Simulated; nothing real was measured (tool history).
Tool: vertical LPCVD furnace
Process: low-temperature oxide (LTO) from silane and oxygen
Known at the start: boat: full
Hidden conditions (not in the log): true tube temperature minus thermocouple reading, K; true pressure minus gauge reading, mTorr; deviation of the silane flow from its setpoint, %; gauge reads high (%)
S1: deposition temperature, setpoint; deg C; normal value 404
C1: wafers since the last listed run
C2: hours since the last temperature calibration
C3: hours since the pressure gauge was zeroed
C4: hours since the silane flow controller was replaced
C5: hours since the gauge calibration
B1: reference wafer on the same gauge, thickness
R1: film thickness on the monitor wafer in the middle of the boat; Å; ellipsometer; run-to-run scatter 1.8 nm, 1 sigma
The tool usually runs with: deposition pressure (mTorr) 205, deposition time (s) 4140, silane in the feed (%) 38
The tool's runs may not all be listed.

{"run": 1, "hour": 0.0, "S1": 404, "deposition pressure (mTorr)": 205, "deposition time (s)": 4140, "silane in the feed (%)": 38, "C1": 0, "C2": 2924, "C3": 1270.2, "C4": 1671.4, "C5": 737.9, "B1": 693.94, "R1": 5995.5}
{"run": 2, "hour": 100.0, "S1": 404, "deposition pressure (mTorr)": 205, "deposition time (s)": 4140, "silane in the feed (%)": 38, "C1": 1684, "C2": 3024, "C3": 1370.2, "C4": 1771.4, "C5": 837.9, "B1": 693.74, "R1": 6030.4}
{"run": 3, "hour": 174.4, "S1": 404, "deposition pressure (mTorr)": 205, "deposition time (s)": 4140, "silane in the feed (%)": 38, "C1": 1253, "C2": 3098.4, "C3": 1444.6, "C4": 1845.8, "C5": 912.3, "B1": 694.52, "R1": 6052.2}
{"run": 4, "hour": 239.0, "S1": 404, "deposition pressure (mTorr)": 205, "deposition time (s)": 4140, "silane in the feed (%)": 38, "C1": 1088, "C2": 3163, "C3": 1509.2, "C4": 1910.4, "C5": 976.9, "B1": 693.96, "R1": 6061.2}
{"run": 5, "hour": 322.4, "S1": 404, "deposition pressure (mTorr)": 225, "deposition time (s)": 4140, "silane in the feed (%)": 38, "C1": 1404, "C2": 3246.4, "C3": 1592.6, "C4": 1993.8, "C5": 1060.3, "B1": 693.24, "R1": 6616.3}
{"run": 6, "hour": 388.9, "S1": 404, "deposition pressure (mTorr)": 225, "deposition time (s)": 4140, "silane in the feed (%)": 38, "C1": 1120, "C2": 3312.9, "C3": 1659.1, "C4": 2060.3, "C5": 1126.8, "B1": 694.1, "R1": 6606.9}
{"run": 7, "hour": 478.1, "S1": 404, "deposition pressure (mTorr)": 205, "deposition time (s)": 3270, "silane in the feed (%)": 41, "C1": 1502, "C2": 3402.1, "C3": 1748.3, "C4": 2149.5, "C5": 1216, "B1": 693.94, "R1": 5235}
{"run": 8, "hour": 793.2, "S1": 404, "deposition pressure (mTorr)": 205, "deposition time (s)": 4140, "silane in the feed (%)": 38, "C1": 5307, "C2": 3717.2, "C3": 2063.4, "C4": 2464.6, "C5": 1531.1, "B1": 694.24, "R1": 6067.2}
{"run": 9, "hour": 889.4, "S1": 404, "deposition pressure (mTorr)": 205, "deposition time (s)": 4140, "silane in the feed (%)": 38, "C1": 1620, "C2": 3813.4, "C3": 2159.6, "C4": 2560.8, "C5": 1627.3, "B1": 694.15, "R1": 6062.7}
{"run": 10, "hour": 932.3, "S1": 404, "deposition pressure (mTorr)": 205, "deposition time (s)": 4140, "silane in the feed (%)": 38, "C1": 722, "C2": 3856.3, "C3": 2202.5, "C4": 2603.7, "C5": 1670.2, "B1": 694.42, "R1": 6031.5}
{"run": 11, "hour": 969.6, "S1": 404, "deposition pressure (mTorr)": 205, "deposition time (s)": 4140, "silane in the feed (%)": 38, "C1": 628, "C2": 3893.6, "C3": 2239.8, "C4": 2641, "C5": 1707.5, "B1": 694.62, "R1": 6043.1}
{"run": 12, "hour": 1022.2, "S1": 404, "deposition pressure (mTorr)": 190, "deposition time (s)": 5550, "silane in the feed (%)": 38, "C1": 885, "C2": 3946.2, "C3": 2292.4, "C4": 2693.6, "C5": 1760.1, "B1": 694.8, "R1": 7559.8}
{"run": 13, "hour": 1093.1, "S1": 404, "deposition pressure (mTorr)": 205, "deposition time (s)": 4140, "silane in the feed (%)": 38, "C1": 1194, "C2": 4017.1, "C3": 2363.3, "C4": 2764.5, "C5": 1831, "B1": 694.23, "R1": 6069.9}
{"run": 14, "hour": 1188.8, "S1": 404, "deposition pressure (mTorr)": 205, "deposition time (s)": 3390, "silane in the feed (%)": 35, "C1": 1611, "C2": 4112.8, "C3": 2459, "C4": 2860.2, "C5": 1926.7, "B1": 693.36, "R1": 4485.6}
{"hour": 1446.3, "done": "gauge calibrated"}
{"run": 15, "hour": 1482.4, "S1": 392, "deposition pressure (mTorr)": 230, "deposition time (s)": 4140, "silane in the feed (%)": 34, "C1": 4944, "C2": 4406.4, "C3": 2752.6, "C4": 3153.8, "C5": 36.1, "B1": 693.68, "R1": 5145.1}
{"hour": 1543.8, "done": "thermocouples replaced and temperature profile calibrated"}
{"run": 16, "hour": 1564.3, "S1": 404, "deposition pressure (mTorr)": 250, "deposition time (s)": 3600, "silane in the feed (%)": 38, "C1": 975, "C2": 20.5, "C3": 2834.5, "C4": 3235.7, "C5": 118, "B1": 693.81, "R1": 6473.8}
{"run": 17, "hour": 1603.3, "S1": 404, "deposition pressure (mTorr)": 205, "deposition time (s)": 3720, "silane in the feed (%)": 44, "C1": 656, "C2": 59.5, "C3": 2873.5, "C4": 3274.7, "C5": 157, "B1": 694.11, "R1": 6493.3}
{"hour": 1659.4, "done": "silane flow controller replaced"}
{"hour": 1665.3, "done": "pressure gauge zeroed"}
{"run": 18, "hour": 1665.8, "S1": 404, "deposition pressure (mTorr)": 160, "deposition time (s)": 4140, "silane in the feed (%)": 42, "C1": 548, "C2": 122, "C3": 0.5, "C4": 6.4, "C5": 219.5, "B1": 694.4, "R1": 5248.2}
{"run": 19, "hour": 1750.4, "S1": 404, "deposition pressure (mTorr)": 205, "deposition time (s)": 4140, "silane in the feed (%)": 43, "C1": 1424, "C2": 206.6, "C3": 85.1, "C4": 91, "C5": 304.1, "B1": 693.89, "R1": 6932}
{"run": 20, "hour": 1809.9, "S1": 397, "deposition pressure (mTorr)": 205, "deposition time (s)": 4800, "silane in the feed (%)": 45, "C1": 1002, "C2": 266.1, "C3": 144.6, "C4": 150.5, "C5": 363.6, "B1": 693.68, "R1": 7811}
{"run": 21, "hour": 1877.2, "S1": 404, "deposition pressure (mTorr)": 205, "deposition time (s)": 4140, "silane in the feed (%)": 38, "C1": 1133, "C2": 333.4, "C3": 211.9, "C4": 217.8, "C5": 430.9, "B1": 693.91, "R1": 6007.4}
{"run": 22, "hour": 1984.2, "S1": 410, "deposition pressure (mTorr)": 180, "deposition time (s)": 4830, "silane in the feed (%)": 33, "C1": 1802, "C2": 440.4, "C3": 318.9, "C4": 324.8, "C5": 537.9, "B1": 693.78, "R1": 5492.4}
{"run": 23, "hour": 2034.9, "S1": 412, "deposition pressure (mTorr)": 205, "deposition time (s)": 3090, "silane in the feed (%)": 38, "C1": 853, "C2": 491.1, "C3": 369.6, "C4": 375.5, "C5": 588.6, "B1": 694.49, "R1": 4890.8}
{"run": 24, "hour": 2117.2, "S1": 395, "deposition pressure (mTorr)": 240, "deposition time (s)": 5670, "silane in the feed (%)": 32, "C1": 1386, "C2": 573.4, "C3": 451.9, "C4": 457.8, "C5": 670.9, "B1": 693.2, "R1": 6923}
{"run": 25, "hour": 2154.6, "S1": 394, "deposition pressure (mTorr)": 190, "deposition time (s)": 3630, "silane in the feed (%)": 38, "C1": 629, "C2": 610.8, "C3": 489.3, "C4": 495.2, "C5": 708.3, "B1": 694.08, "R1": 4371.5}
{"run": 26, "hour": 2190.9, "S1": 404, "deposition pressure (mTorr)": 205, "deposition time (s)": 4140, "silane in the feed (%)": 38, "C1": 611, "C2": 647.1, "C3": 525.6, "C4": 531.5, "C5": 744.6, "B1": 694.19, "R1": 6057}
{"run": 27, "hour": 2281.9, "S1": 404, "deposition pressure (mTorr)": 205, "deposition time (s)": 4140, "silane in the feed (%)": 38, "C1": 1532, "C2": 738.1, "C3": 616.6, "C4": 622.5, "C5": 835.6, "B1": 693.72, "R1": 6004}
{"run": 28, "hour": 2362.1, "S1": 404, "deposition pressure (mTorr)": 205, "deposition time (s)": 3300, "silane in the feed (%)": 32, "C1": 1350, "C2": 818.3, "C3": 696.8, "C4": 702.7, "C5": 915.8, "B1": 694.43, "R1": 3838.1}
{"run": 29, "hour": 2425.1, "S1": 404, "deposition pressure (mTorr)": 205, "deposition time (s)": 3060, "silane in the feed (%)": 43, "C1": 1061, "C2": 881.3, "C3": 759.8, "C4": 765.7, "C5": 978.8, "B1": 693.51, "R1": 5171.1}
{"run": 30, "hour": 2479.9, "S1": 404, "deposition pressure (mTorr)": 170, "deposition time (s)": 5550, "silane in the feed (%)": 35, "C1": 922, "C2": 936.1, "C3": 814.6, "C4": 820.5, "C5": 1033.6, "B1": 694.58, "R1": 6022}
{"run": 31, "hour": 2546.7, "S1": 400, "deposition pressure (mTorr)": 205, "deposition time (s)": 4140, "silane in the feed (%)": 38, "C1": 1125, "C2": 1002.9, "C3": 881.4, "C4": 887.3, "C5": 1100.4, "B1": 694.09, "R1": 5777.2}
{"run": 32, "hour": 2627.9, "S1": 404, "deposition pressure (mTorr)": 205, "deposition time (s)": 4140, "silane in the feed (%)": 42, "C1": 1367, "C2": 1084.1, "C3": 962.6, "C4": 968.5, "C5": 1181.6, "B1": 693.37, "R1": 6821.9}

Pick out some run-to-run changes in R1. Of each, how much would a tool without hidden state show as well, from the settings, what came in and chance, and how much is left for the hidden state and any gauge scatter not in both results compared?
Run 11 -> 12: deposition pressure (mTorr) 205 -> 190, deposition time (s) 4140 -> 5550. R1 +1516.7 Å: hidden state +31, all else +1485.7.
Run 12 -> 13: deposition pressure (mTorr) 190 -> 205, deposition time (s) 5550 -> 4140. R1 -1489.9 Å: hidden state -24.9, all else -1465.
Run 17 -> 18: deposition pressure (mTorr) 205 -> 160, deposition time (s) 3720 -> 4140, silane in the feed (%) 44 -> 42, silane flow controller replaced, pressure gauge zeroed. R1 -1245.1 Å: hidden state -113.2, all else -1131.9.
Run 23 -> 24: S1 412 -> 395, deposition pressure (mTorr) 205 -> 240, deposition time (s) 3090 -> 5670, silane in the feed (%) 38 -> 32. R1 +2032.2 Å: hidden state +7.4, all else +2024.8.
Run 24 -> 25: S1 395 -> 394, deposition pressure (mTorr) 240 -> 190, deposition time (s) 5670 -> 3630, silane in the feed (%) 32 -> 38. R1 -2551.5 Å: hidden state -3.6, all else -2547.9.
Run 27 -> 28: deposition time (s) 4140 -> 3300, silane in the feed (%) 38 -> 32. R1 -2165.9 Å: hidden state -9.5, all else -2156.4.
